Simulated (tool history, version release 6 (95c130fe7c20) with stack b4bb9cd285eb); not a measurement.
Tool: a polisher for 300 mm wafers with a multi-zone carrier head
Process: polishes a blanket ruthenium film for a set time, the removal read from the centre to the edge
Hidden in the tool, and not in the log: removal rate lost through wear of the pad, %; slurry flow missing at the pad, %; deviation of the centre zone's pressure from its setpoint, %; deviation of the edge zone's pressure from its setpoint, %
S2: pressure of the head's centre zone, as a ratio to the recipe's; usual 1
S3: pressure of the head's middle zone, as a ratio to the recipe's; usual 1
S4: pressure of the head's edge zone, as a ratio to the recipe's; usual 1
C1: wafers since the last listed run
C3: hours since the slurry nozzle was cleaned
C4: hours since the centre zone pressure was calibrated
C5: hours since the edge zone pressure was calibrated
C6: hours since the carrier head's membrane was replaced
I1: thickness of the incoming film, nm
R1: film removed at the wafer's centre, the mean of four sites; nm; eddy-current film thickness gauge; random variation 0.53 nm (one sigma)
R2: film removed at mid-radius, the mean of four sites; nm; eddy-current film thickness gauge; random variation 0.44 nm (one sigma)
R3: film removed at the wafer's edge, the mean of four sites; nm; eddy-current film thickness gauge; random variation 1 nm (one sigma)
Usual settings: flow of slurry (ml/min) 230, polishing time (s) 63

run 1 hour=0 | flow_of_slurry_(ml/min)=230 S2=1 S3=1 S4=1 polishing_time_(s)=63 | C1=0 wafers_polished_on_this_pad=3342 C3=162.9 C4=362.3 C5=4.3 C6=123.6 | I1=431.1 | R1=66.3 R2=69.4 R3=68.7
-- hour=30.1 worn pad replaced by a new one
run 2 hour=69.1 | flow_of_slurry_(ml/min)=230 S2=1.08 S3=1 S4=1 polishing_time_(s)=63 | C1=576 wafers_polished_on_this_pad=345 C3=232 C4=431.4 C5=73.4 C6=192.7 | I1=430.3 | R1=71 R2=68.9 R3=68.8
run 3 hour=108.7 | flow_of_slurry_(ml/min)=230 S2=1 S3=1 S4=1 polishing_time_(s)=63 | C1=350 wafers_polished_on_this_pad=695 C3=271.6 C4=471 C5=113 C6=232.3 | I1=427.3 | R1=66.1 R2=69.2 R3=68.5
run 4 hour=134.1 | flow_of_slurry_(ml/min)=275 S2=1 S3=1 S4=1 polishing_time_(s)=54 | C1=224 wafers_polished_on_this_pad=920 C3=297 C4=496.4 C5=138.4 C6=257.7 | I1=428.9 | R1=58.5 R2=60 R3=60.5
run 5 hour=167.5 | flow_of_slurry_(ml/min)=230 S2=1.07 S3=1 S4=1 polishing_time_(s)=63 | C1=295 wafers_polished_on_this_pad=1216 C3=330.4 C4=529.8 C5=171.8 C6=291.1 | I1=423.6 | R1=71.1 R2=68.8 R3=68.8
run 6 hour=213.6 | flow_of_slurry_(ml/min)=285 S2=1 S3=1 S4=1 polishing_time_(s)=53 | C1=408 wafers_polished_on_this_pad=1624 C3=376.5 C4=575.9 C5=217.9 C6=337.2 | I1=424.7 | R1=57.4 R2=58.3 R3=60.2
run 7 hour=251.7 | flow_of_slurry_(ml/min)=230 S2=1 S3=1 S4=1 polishing_time_(s)=63 | C1=337 wafers_polished_on_this_pad=1962 C3=414.6 C4=614 C5=256 C6=375.3 | I1=431.6 | R1=65.4 R2=67.9 R3=71.2
-- hour=296.4 slurry nozzle cleaned
run 8 hour=319.3 | flow_of_slurry_(ml/min)=230 S2=1.05 S3=1 S4=1.04 polishing_time_(s)=63 | C1=589 wafers_polished_on_this_pad=2552 C3=22.9 C4=681.6 C5=323.6 C6=442.9 | I1=434.9 | R1=70.8 R2=70.3 R3=70.7
run 9 hour=384 | flow_of_slurry_(ml/min)=185 S2=1 S3=1.03 S4=0.94 polishing_time_(s)=76 | C1=572 wafers_polished_on_this_pad=3125 C3=87.6 C4=746.3 C5=388.3 C6=507.6 | I1=434.4 | R1=78.9 R2=82.5 R3=80.4
-- hour=419.1 carrier head's membrane replaced by a new one
run 10 hour=431.6 | flow_of_slurry_(ml/min)=230 S2=0.89 S3=1 S4=1.05 polishing_time_(s)=63 | C1=377 wafers_polished_on_this_pad=3502 C3=135.2 C4=793.9 C5=435.9 C6=12.5 | I1=431.6 | R1=59.4 R2=68.9 R3=72.3
-- hour=477.8 worn pad replaced by a new one
run 11 hour=480.1 | flow_of_slurry_(ml/min)=290 S2=0.91 S3=1.09 S4=0.92 polishing_time_(s)=63 | C1=394 wafers_polished_on_this_pad=20 C3=183.7 C4=842.4 C5=484.4 C6=61 | I1=431.3 | R1=63.3 R2=74.3 R3=68.7
run 12 hour=527 | flow_of_slurry_(ml/min)=230 S2=0.94 S3=1 S4=1 polishing_time_(s)=63 | C1=415 wafers_polished_on_this_pad=435 C3=230.6 C4=889.3 C5=531.3 C6=107.9 | I1=434.5 | R1=62 R2=69 R3=71.6
run 13 hour=570.1 | flow_of_slurry_(ml/min)=230 S2=1.08 S3=1 S4=1.06 polishing_time_(s)=63 | C1=381 wafers_polished_on_this_pad=817 C3=273.7 C4=932.4 C5=574.4 C6=151 | I1=431.5 | R1=71.2 R2=68.2 R3=72.9
run 14 hour=611.6 | flow_of_slurry_(ml/min)=230 S2=1 S3=1 S4=1 polishing_time_(s)=53 | C1=367 wafers_polished_on_this_pad=1184 C3=315.2 C4=973.9 C5=615.9 C6=192.5 | I1=433.8 | R1=55.7 R2=57.6 R3=59
run 15 hour=636.2 | flow_of_slurry_(ml/min)=180 S2=1.06 S3=1.1 S4=1 polishing_time_(s)=63 | C1=217 wafers_polished_on_this_pad=1402 C3=339.8 C4=998.5 C5=640.5 C6=217.1 | I1=433.6 | R1=67.1 R2=70.1 R3=68.1
run 16 hour=677.8 | flow_of_slurry_(ml/min)=230 S2=1 S3=1 S4=1 polishing_time_(s)=63 | C1=368 wafers_polished_on_this_pad=1771 C3=381.4 C4=1040.1 C5=682.1 C6=258.7 | I1=428.5 | R1=66 R2=68.9 R3=69.1
run 17 hour=715.1 | flow_of_slurry_(ml/min)=230 S2=1.09 S3=0.94 S4=1 polishing_time_(s)=63 | C1=330 wafers_polished_on_this_pad=2101 C3=418.7 C4=1077.4 C5=719.4 C6=296 | I1=425.1 | R1=70.6 R2=65.6 R3=69.2
-- hour=718.7 slurry nozzle cleaned
run 18 hour=743.2 | flow_of_slurry_(ml/min)=285 S2=1.11 S3=1.09 S4=1.08 polishing_time_(s)=63 | C1=240 wafers_polished_on_this_pad=2341 C3=24.5 C4=1105.5 C5=747.5 C6=324.1 | I1=430.9 | R1=76.2 R2=75.2 R3=74.3
run 19 hour=792.6 | flow_of_slurry_(ml/min)=280 S2=0.9 S3=0.91 S4=1 polishing_time_(s)=44 | C1=437 wafers_polished_on_this_pad=2779 C3=73.9 C4=1154.9 C5=796.9 C6=373.5 | I1=428.3 | R1=43.5 R2=46.8 R3=48.1
run 20 hour=826.8 | flow_of_slurry_(ml/min)=230 S2=1 S3=1.08 S4=0.93 polishing_time_(s)=63 | C1=302 wafers_polished_on_this_pad=3081 C3=108.1 C4=1189.1 C5=831.1 C6=407.7 | I1=427 | R1=67.1 R2=71.5 R3=69.5
run 21 hour=858.6 | flow_of_slurry_(ml/min)=230 S2=0.91 S3=0.91 S4=1 polishing_time_(s)=63 | C1=281 wafers_polished_on_this_pad=3363 C3=139.9 C4=1220.9 C5=862.9 C6=439.5 | I1=434.4 | R1=60.1 R2=64.6 R3=68.5
-- hour=903.1 centre zone pressure recalibrated
run 22 hour=917.7 | flow_of_slurry_(ml/min)=230 S2=0.96 S3=1.11 S4=1.12 polishing_time_(s)=63 | C1=505 wafers_polished_on_this_pad=3869 C3=199 C4=14.6 C5=922 C6=498.6 | I1=425.7 | R1=63.7 R2=73.2 R3=75.1

Forecast each of these 4 alternatives for the next run:
run A hour=918.1 | flow_of_slurry_(ml/min)=230 S2=1 S3=1 S4=1 polishing_time_(s)=63 | C1=3 wafers_polished_on_this_pad=3872 C3=199.4 C4=15 C5=922.4 C6=499 | I1=429.6 | R1=? R2=? R3=?
run B hour=918.1 | flow_of_slurry_(ml/min)=230 S2=1 S3=1.09 S4=0.9 polishing_time_(s)=73 | C1=3 wafers_polished_on_this_pad=3872 C3=199.4 C4=15 C5=922.4 C6=499 | I1=429.6 | R1=? R2=? R3=?
run C hour=918.1 | flow_of_slurry_(ml/min)=305 S2=1 S3=1 S4=1 polishing_time_(s)=63 | C1=3 wafers_polished_on_this_pad=3872 C3=199.4 C4=15 C5=922.4 C6=499 | I1=429.6 | R1=? R2=? R3=?
run D hour=918.1 | flow_of_slurry_(ml/min)=300 S2=1.08 S3=1.1 S4=1 polishing_time_(s)=50 | C1=3 wafers_polished_on_this_pad=3872 C3=199.4 C4=15 C5=922.4 C6=499 | I1=429.6 | R1=? R2=? R3=?

run=A R1=66.4 R2=69.3 R3=70.3
run=B R1=77 R2=84.8 R3=77.5
run=C R1=68.9 R2=71.7 R3=72.1
run=D R1=59 R2=60.3 R3=57.1
Without the tool's hidden state the same runs would have given:
run=A R1=68.2 R2=71 R3=71.6
run=B R1=79 R2=86.9 R3=78.9
run=C R1=70.4 R2=73 R3=73.1
run=D R1=60.3 R2=61.4 R3=57.9

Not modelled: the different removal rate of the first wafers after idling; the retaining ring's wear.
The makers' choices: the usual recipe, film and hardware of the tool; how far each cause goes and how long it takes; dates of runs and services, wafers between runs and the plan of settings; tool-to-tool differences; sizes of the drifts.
